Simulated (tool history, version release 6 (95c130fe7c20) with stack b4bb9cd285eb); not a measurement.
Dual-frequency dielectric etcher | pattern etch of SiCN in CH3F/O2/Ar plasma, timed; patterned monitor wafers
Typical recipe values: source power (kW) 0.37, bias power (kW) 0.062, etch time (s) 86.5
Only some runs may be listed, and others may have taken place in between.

run    hour  source power (kW)  bias power (kW)  etch time (s)  read-back reference wafer on the same gauge, depth_nm  mean etch depth across the wafer (nm)
  1       0               0.41            0.062           86.5                                                  27.78                                  31.38
  2    74.1               0.41            0.062           86.5                                                  27.79                                  31.59
  3   144.2               0.31            0.062            104                                                  27.78                                  34.29
  4   241.4               0.31            0.062            104                                                  27.78                                  34.44
  5   313.7               0.31            0.062            104                                                  27.81                                  34.36
  6   367.5               0.34            0.062           86.5                                                  27.82                                  29.55
  7   447.7               0.34            0.062           86.5                                                  27.81                                  29.44
  8   510.9               0.34            0.062           86.5                                                   27.8                                  29.61
  9   567.4               0.44            0.062           86.5                                                  27.78                                  32.15
 10   664.7               0.44            0.062           86.5                                                  27.83                                  32.41
 11   713.4               0.44            0.062           86.5                                                  27.78                                  32.15
 12   774.1               0.37            0.062            107                                                  27.81                                  37.65
 13   834.5               0.37            0.062            107                                                  27.79                                  37.18
 14   894.1               0.37            0.062            107                                                   27.8                                  36.94
 15   940.8               0.31            0.069           86.5                                                  27.78                                  29.23
 16  1026.8               0.37            0.062           86.5                                                  27.76                                  30.13
 17  1098.9               0.37            0.062            107                                                   27.8                                  37.34
 18  1153.2               0.32            0.051           71.5                                                  27.79                                  22.67
 19  1218.5               0.32            0.076           68.5                                                  27.76                                  24.02
 20  1287.6               0.37            0.075           86.5                                                  27.78                                  31.82
 21  1356.6               0.37            0.051           86.5                                                   27.8                                  28.87
 22  1528.7               0.37            0.062            107                                                  27.79                                  37.25
 23    1574               0.37            0.055           95.5                                                  27.84                                  32.62
 24    1637               0.37            0.055           86.5                                                   27.8                                   29.5
 25  1706.7               0.44             0.07             78                                                  27.81                                  29.99
 26  1788.1                0.4            0.056           86.5                                                  27.78                                  30.45
 27  1833.6                0.4             0.07           86.5                                                  27.78                                  32.01
 28  1923.6               0.37            0.046           86.5                                                  27.79                                  28.49
 29  1939.8               0.33            0.048             74                                                  27.82                                   23.6
 30    2003               0.44            0.062           86.5                                                  27.79                                  32.37
 31  2108.5               0.32            0.062           86.5                                                  27.79                                  28.93

Put back what was entered between runs (9 entries, withheld): which listed runs does each sit between, and how does the hidden state differ from the listed run before to the listed run after?
In the gap between runs 3 and 4: wet clean of the chamber (hour 229.9)
  source power that arrives over what is set, %: 3.5 -> 3.56
  the result without the hidden state subtracted from the measured one, mean etch depth across the wafer (nm): +0.4 -> +0.41
In the gap between runs 9 and 10: wet clean of the chamber (hour 664.2)
  source power that arrives over what is set, %: 3.72 -> 3.76
  the result without the hidden state subtracted from the measured one, mean etch depth across the wafer (nm): +0.4 -> +0.41
In the gap between runs 12 and 13: source power generator calibrated (hour 818.8)
  source power that arrives over what is set, %: 3.79 -> 0.0227
  the result without the hidden state subtracted from the measured one, mean etch depth across the wafer (nm): +0.47 -> +0.01
In the gap between runs 16 and 17: wet clean of the chamber (hour 1065.8); gauge calibrated (hour 1076)
  source power that arrives over what is set, %: 1.04 -> 1.37
  the result without the hidden state subtracted from the measured one, mean etch depth across the wafer (nm): +0.11 -> +0.17
In the gap between runs 21 and 22: wet clean of the chamber (hour 1453.8); bias power generator calibrated (hour 1499.9); upper electrode replaced (hour 1516.1)
  source power that arrives over what is set, %: 2.35 -> 2.86
  the result without the hidden state subtracted from the measured one, mean etch depth across the wafer (nm): +0.23 -> +0.35
In the gap between runs 27 and 28: wet clean of the chamber (hour 1923.1)
  source power that arrives over what is set, %: 3.55 -> 3.71
  the result without the hidden state subtracted from the measured one, mean etch depth across the wafer (nm): +0.38 -> +0.36

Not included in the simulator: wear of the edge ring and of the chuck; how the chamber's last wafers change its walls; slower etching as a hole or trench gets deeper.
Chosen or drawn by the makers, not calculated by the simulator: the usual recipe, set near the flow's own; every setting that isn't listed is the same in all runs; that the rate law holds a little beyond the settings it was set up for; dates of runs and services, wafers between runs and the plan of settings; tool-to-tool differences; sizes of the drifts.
